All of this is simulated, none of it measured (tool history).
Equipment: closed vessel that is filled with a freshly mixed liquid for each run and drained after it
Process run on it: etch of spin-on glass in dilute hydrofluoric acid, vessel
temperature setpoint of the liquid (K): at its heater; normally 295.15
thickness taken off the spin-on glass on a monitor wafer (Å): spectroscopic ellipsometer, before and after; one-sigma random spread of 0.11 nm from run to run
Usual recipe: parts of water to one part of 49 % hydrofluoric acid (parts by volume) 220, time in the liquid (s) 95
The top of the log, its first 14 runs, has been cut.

run     day  temperature setpoint of the liquid (K)  parts of water to one part of 49 % hydrofluoric acid (parts by volume)  time in the liquid (s)  read-back film thickness of the spin-on glass reference wafer, read on the same gauge (nm)  thickness taken off the spin-on glass on a monitor wafer (Å)
 15    15.9                                  297.15                                                                     220                      95                                                                                       29.99                                                         134.7
 16  17.133                                  295.15                                                                     295                      95                                                                                       29.98                                                          86.3
 17  18.121                                  295.15                                                                     220                      95                                                                                          30                                                         125.3
 18  19.475                                  295.15                                                                     300                     130                                                                                       29.98                                                         115.1
     19.958  -- hydrofluoric acid flow meter replaced
 19  20.717                                  298.15                                                                     320                     120                                                                                       30.01                                                         110.2
 20  22.017                                  295.15                                                                     220                      95                                                                                       29.99                                                         125.9
 21  22.562                                  295.15                                                                     220                      95                                                                                       30.01                                                         125.1
 22  23.479                                  298.65                                                                     220                     115                                                                                          30                                                         172.6
 23  24.575                                  293.65                                                                     220                      95                                                                                       30.02                                                         118.5
 24  25.242                                  292.15                                                                     220                      70                                                                                       30.02                                                          80.8
 25  25.954                                  295.15                                                                     120                      95                                                                                       30.02                                                         251.9
 26  26.571                                  295.15                                                                     220                      95                                                                                          30                                                           123
 27  27.204                                  295.15                                                                     220                     125                                                                                       30.01                                                         161.8
     27.804  -- thermometer replaced
 28  28.379                                  292.15                                                                     130                      75                                                                                       30.01                                                         161.1

Run 29, settings as shown, results not yet in. Your forecast:
 29  29.671                                  295.15                                                                     220                      95                                                                                           ?                                                             ?

read-back film thickness of the spin-on glass reference wafer, read on the same gauge (nm): 30
thickness taken off the spin-on glass on a monitor wafer (Å): 126
Without the tool's hidden state the same run would have given thickness taken off the spin-on glass on a monitor wafer (Å) 126.

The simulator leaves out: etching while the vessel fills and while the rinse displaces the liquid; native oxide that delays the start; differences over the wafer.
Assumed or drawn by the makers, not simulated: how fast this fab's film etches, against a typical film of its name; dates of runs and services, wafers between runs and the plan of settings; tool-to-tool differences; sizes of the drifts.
